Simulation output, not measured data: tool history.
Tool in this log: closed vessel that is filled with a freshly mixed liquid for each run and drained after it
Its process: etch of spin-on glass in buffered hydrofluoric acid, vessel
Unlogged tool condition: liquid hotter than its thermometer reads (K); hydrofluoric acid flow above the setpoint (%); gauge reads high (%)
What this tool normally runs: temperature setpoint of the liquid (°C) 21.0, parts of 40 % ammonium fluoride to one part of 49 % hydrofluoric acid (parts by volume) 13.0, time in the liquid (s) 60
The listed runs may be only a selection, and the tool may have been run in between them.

run   hour  temperature setpoint of the liquid (°C)  parts of 40 % ammonium fluoride to one part of 49 % hydrofluoric acid (parts by volume)  time in the liquid (s)  wafers since the last listed run  hours since the thermometer was replaced  hours since the hydrofluoric acid flow meter was replaced  hours since the gauge calibration  read-back film thickness of the spin-on glass reference wafer, read on the same gauge (nm)  thickness taken off the spin-on glass on a monitor wafer (Å)
  1    0.0                                     21.0                                                                                     15.0                      85                                 0                                    1105.7                                                      803.6                              274.1                                                                                       39.99                                                        1942.6
  2   38.7                                     21.0                                                                                     15.0                      85                              5308                                    1144.4                                                      842.3                              312.8                                                                                       40.01                                                        1955.0
  3   77.5                                     21.0                                                                                     15.0                      85                              5322                                    1183.2                                                      881.1                              351.6                                                                                       40.00                                                        1964.4
  4  135.4                                     21.0                                                                                     13.0                      60                              7942                                    1241.1                                                      939.0                              409.5                                                                                       39.99                                                        1599.5
  5  205.9                                     21.0                                                                                     13.0                      60                              9671                                    1311.6                                                     1009.5                              480.0                                                                                       40.00                                                        1599.9
  6  244.8                                     21.0                                                                                     13.0                      60                              5336                                    1350.5                                                     1048.4                              518.9                                                                                       40.01                                                        1602.1
  7  309.3                                     21.0                                                                                     13.0                      60                              8848                                    1415.0                                                     1112.9                              583.4                                                                                       40.00                                                        1609.2
  8  337.1                                     21.0                                                                                     13.0                      60                              3813                                    1442.8                                                     1140.7                              611.2                                                                                       40.00                                                        1611.1
  9  393.9                                     21.0                                                                                     15.0                      85                              7791                                    1499.6                                                     1197.5                              668.0                                                                                       40.00                                                        1994.7
 10  442.7                                     21.0                                                                                     13.0                      70                              6694                                    1548.4                                                     1246.3                              716.8                                                                                       39.99                                                        1889.1
 11  477.2                                     21.0                                                                                     15.0                      85                              4732                                    1582.9                                                     1280.8                              751.3                                                                                       39.99                                                        2013.8
     518.7  -- gauge calibrated
 12  521.9                                     21.0                                                                                     15.5                      60                              6131                                    1627.6                                                     1325.5                                3.2                                                                                       40.00                                                        1370.1
 13  559.2                                     19.5                                                                                     15.0                      75                              5116                                    1664.9                                                     1362.8                               40.5                                                                                       39.98                                                        1636.4
     586.1  -- thermometer replaced
     591.6  -- hydrofluoric acid flow meter replaced
 14  592.1                                     23.0                                                                                     13.0                      60                              4238                                       6.0                                                        0.5                               73.4                                                                                       40.01                                                        1685.7
 15  623.4                                     21.0                                                                                     16.0                      60                              4293                                      37.3                                                       31.8                              104.7                                                                                       40.01                                                        1222.2
 16  684.7                                     21.0                                                                                     13.0                      50                              8409                                      98.6                                                       93.1                              166.0                                                                                       40.00                                                        1267.9
 17  755.8                                     21.0                                                                                      9.0                      60                              9753                                     169.7                                                      164.2                              237.1                                                                                       40.01                                                        2099.9

Each row is a separate what-if for the run after 17, all from the same tool condition, not one after another. Results?
  A  756.5                                     21.0                                                                                     13.0                      75                                96                                     170.4                                                      164.9                              237.8                                                                                           ?                                                             ?
  B  756.5                                     17.5                                                                                     13.0                      80                                96                                     170.4                                                      164.9                              237.8                                                                                           ?                                                             ?
  C  756.5                                     21.0                                                                                     13.0                      30                                96                                     170.4                                                      164.9                              237.8                                                                                           ?                                                             ?
  D  756.5                                     17.0                                                                                     15.5                      35                                96                                     170.4                                                      164.9                              237.8                                                                                           ?                                                             ?
  E  756.5                                     21.0                                                                                     13.0                      90                                96                                     170.4                                                      164.9                              237.8                                                                                           ?                                                             ?

run  read-back film thickness of the spin-on glass reference wafer, read on the same gauge (nm)  thickness taken off the spin-on glass on a monitor wafer (Å)
  A                                                                                       39.99                                                        1907.3
  B                                                                                       39.99                                                        1671.7
  C                                                                                       39.99                                                         762.9
  D                                                                                       39.99                                                         598.0
  E                                                                                       39.99                                                        2288.7
Stripped of hidden state, with their random variation kept, the same runs would have yielded:
run  thickness taken off the spin-on glass on a monitor wafer (Å)
  A                                                        1848.9
  B                                                        1619.3
  C                                                         739.5
  D                                                         579.2
  E                                                        2218.6
